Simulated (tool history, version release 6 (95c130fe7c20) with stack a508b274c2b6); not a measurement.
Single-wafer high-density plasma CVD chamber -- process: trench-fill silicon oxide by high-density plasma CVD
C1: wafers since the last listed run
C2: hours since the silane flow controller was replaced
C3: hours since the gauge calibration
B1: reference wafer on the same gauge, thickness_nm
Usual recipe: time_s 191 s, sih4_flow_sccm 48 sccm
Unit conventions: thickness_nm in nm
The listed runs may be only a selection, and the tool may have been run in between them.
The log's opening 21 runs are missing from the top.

Run 22, hour 1237.0: usual settings but sih4_flow_sccm 52 sccm; C1 267; C2 3530.3; C3 161.3; B1 792.017. Result: thickness_nm 961.807 nm.
Run 23, hour 1307.2: usual settings but time_s 156 s, sih4_flow_sccm 44 sccm; C1 707; C2 3600.5; C3 231.5; B1 796.076. Result: thickness_nm 667.763 nm.
Run 24, hour 1370.0: usual settings but time_s 169 s, sih4_flow_sccm 55 sccm; C1 632; C2 3663.3; C3 294.3; B1 800.581. Result: thickness_nm 908.515 nm.
At hour 1412.7: silane flow controller replaced.
Run 25, hour 1415.1: usual settings but time_s 168 s, sih4_flow_sccm 52 sccm; C1 373; C2 2.4; C3 339.4; B1 799.415. Result: thickness_nm 857.101 nm.
Run 26, hour 1442.5: usual settings but time_s 168 s, sih4_flow_sccm 45 sccm; C1 276; C2 29.8; C3 366.8; B1 801.471. Result: thickness_nm 744.664 nm.
Run 27, hour 1561.8: usual settings but time_s 172 s; C1 1201; C2 149.1; C3 486.1; B1 803.185. Result: thickness_nm 814.910 nm.
Run 28, hour 1598.4: usual settings; C1 368; C2 185.7; C3 522.7; B1 805.260. Result: thickness_nm 904.084 nm.
Run 29, hour 1650.0: usual settings but time_s 207 s, sih4_flow_sccm 45 sccm; C1 519; C2 237.3; C3 574.3; B1 806.246. Result: thickness_nm 921.481 nm.
Run 30, hour 1678.9: usual settings but time_s 205 s, sih4_flow_sccm 42 sccm; C1 291; C2 266.2; C3 603.2; B1 809.409. Result: thickness_nm 850.723 nm.
Run 31, hour 1737.5: usual settings but time_s 165 s, sih4_flow_sccm 44 sccm; C1 590; C2 324.8; C3 661.8; B1 807.235. Result: thickness_nm 714.712 nm.
Run 32, hour 1784.8: usual settings; C1 476; C2 372.1; C3 709.1; B1 808.702. Result: thickness_nm 907.824 nm.
Run 33, hour 1846.7: usual settings but time_s 179 s; C1 623; C2 434.0; C3 771.0; B1 808.263. Result: thickness_nm 848.110 nm.

3 ways to go on from here, each from the tool as it stands after run 33. What would each give?
Run A, hour 1847.2: usual settings; C1 5; C2 434.5; C3 771.5; B1 ?. Result: thickness_nm ?.
Run B, hour 1847.2: usual settings but time_s 153 s; C1 5; C2 434.5; C3 771.5; B1 ?. Result: thickness_nm ?.
Run C, hour 1847.2: usual settings but time_s 206 s; C1 5; C2 434.5; C3 771.5; B1 ?. Result: thickness_nm ?.

run       B1  thickness_nm
  A  810.070       915.557
  B  810.070       733.405
  C  810.070       987.460
Without the tool's hidden state the same runs would have given:
run  thickness_nm
  A       887.624
  B       711.029
  C       957.333

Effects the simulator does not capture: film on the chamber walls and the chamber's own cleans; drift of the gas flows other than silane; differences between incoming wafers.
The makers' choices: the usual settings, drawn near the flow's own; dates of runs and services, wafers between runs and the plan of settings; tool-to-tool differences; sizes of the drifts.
